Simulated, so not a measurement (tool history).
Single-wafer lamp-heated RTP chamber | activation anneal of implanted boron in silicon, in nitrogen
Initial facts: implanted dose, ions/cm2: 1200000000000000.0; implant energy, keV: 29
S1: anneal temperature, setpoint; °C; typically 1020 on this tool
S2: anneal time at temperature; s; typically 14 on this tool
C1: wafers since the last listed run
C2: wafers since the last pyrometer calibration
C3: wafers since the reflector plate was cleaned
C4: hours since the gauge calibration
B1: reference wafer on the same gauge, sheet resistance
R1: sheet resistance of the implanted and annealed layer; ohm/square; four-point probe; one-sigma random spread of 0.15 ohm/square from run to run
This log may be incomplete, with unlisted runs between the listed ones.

| run | hour | S1 | S2 | C1 | C2 | C3 | C4 | B1 | R1 |
|---|---|---|---|---|---|---|---|---|---|
| 1 | 0.0 | 997 | 14 | 0 | 6883 | 10814 | 25.1 | 101.00 | 104.28 |
| 2 | 23.9 | 997 | 14 | 288 | 7171 | 11103 | 49.0 | 100.99 | 104.57 |
| 3 | 49.7 | 1033 | 17 | 311 | 7483 | 11414 | 74.8 | 100.99 | 99.86 |
| 4 | 83.6 | 1020 | 14 | 409 | 7892 | 11824 | 108.7 | 100.96 | 101.22 |
| 5 | 110.3 | 1020 | 14 | 322 | 8215 | 12146 | 135.4 | 100.97 | 100.77 |
| 6 | 138.0 | 1020 | 14 | 334 | 8549 | 12481 | 163.1 | 101.01 | 100.66 |
| 7 | 152.4 | 1020 | 14 | 173 | 8723 | 12654 | 177.5 | 101.00 | 100.61 |
|  | 162.2 | reflector plate cleaned |
|  | 181.0 | pyrometer window cleaned and pyrometer calibrated |
| 8 | 181.5 | 1008 | 18 | 158 | 6 | 136 | 206.6 | 101.00 | 103.17 |
|  | 182.1 | gauge calibrated |
| 9 | 193.5 | 1043 | 11 | 144 | 151 | 281 | 11.4 | 101.00 | 100.25 |
| 10 | 221.7 | 1037 | 19 | 340 | 491 | 621 | 39.6 | 100.99 | 100.26 |
| 11 | 242.9 | 1020 | 22 | 255 | 747 | 877 | 60.8 | 101.02 | 101.24 |
| 12 | 267.0 | 1008 | 18 | 290 | 1038 | 1168 | 84.9 | 101.00 | 103.37 |
| 13 | 297.1 | 1039 | 11 | 363 | 1402 | 1532 | 115.0 | 101.03 | 100.24 |
| 14 | 328.5 | 1020 | 6 | 379 | 1781 | 1911 | 146.4 | 101.01 | 103.42 |

Predict each of these 5 candidate next runs independently; none follows another, all start after run 14:
| A | 328.9 | 1002 | 14 | 4 | 1786 | 1916 | 146.8 | ? | ? |
| B | 328.9 | 1020 | 21 | 4 | 1786 | 1916 | 146.8 | ? | ? |
| C | 328.9 | 1020 | 19 | 4 | 1786 | 1916 | 146.8 | ? | ? |
| D | 328.9 | 1033 | 14 | 4 | 1786 | 1916 | 146.8 | ? | ? |
| E | 328.9 | 1040 | 7 | 4 | 1786 | 1916 | 146.8 | ? | ? |

| run | B1 | R1 |
|---|---|---|
| A | 101.02 | 105.00 |
| B | 101.02 | 101.29 |
| C | 101.02 | 101.41 |
| D | 101.02 | 100.52 |
| E | 101.02 | 100.61 |
Had the tool no hidden state, the same runs would have come out as:
| run | R1 |
|---|---|
| A | 105.39 |
| B | 101.44 |
| C | 101.57 |
| D | 100.64 |
| E | 100.71 |

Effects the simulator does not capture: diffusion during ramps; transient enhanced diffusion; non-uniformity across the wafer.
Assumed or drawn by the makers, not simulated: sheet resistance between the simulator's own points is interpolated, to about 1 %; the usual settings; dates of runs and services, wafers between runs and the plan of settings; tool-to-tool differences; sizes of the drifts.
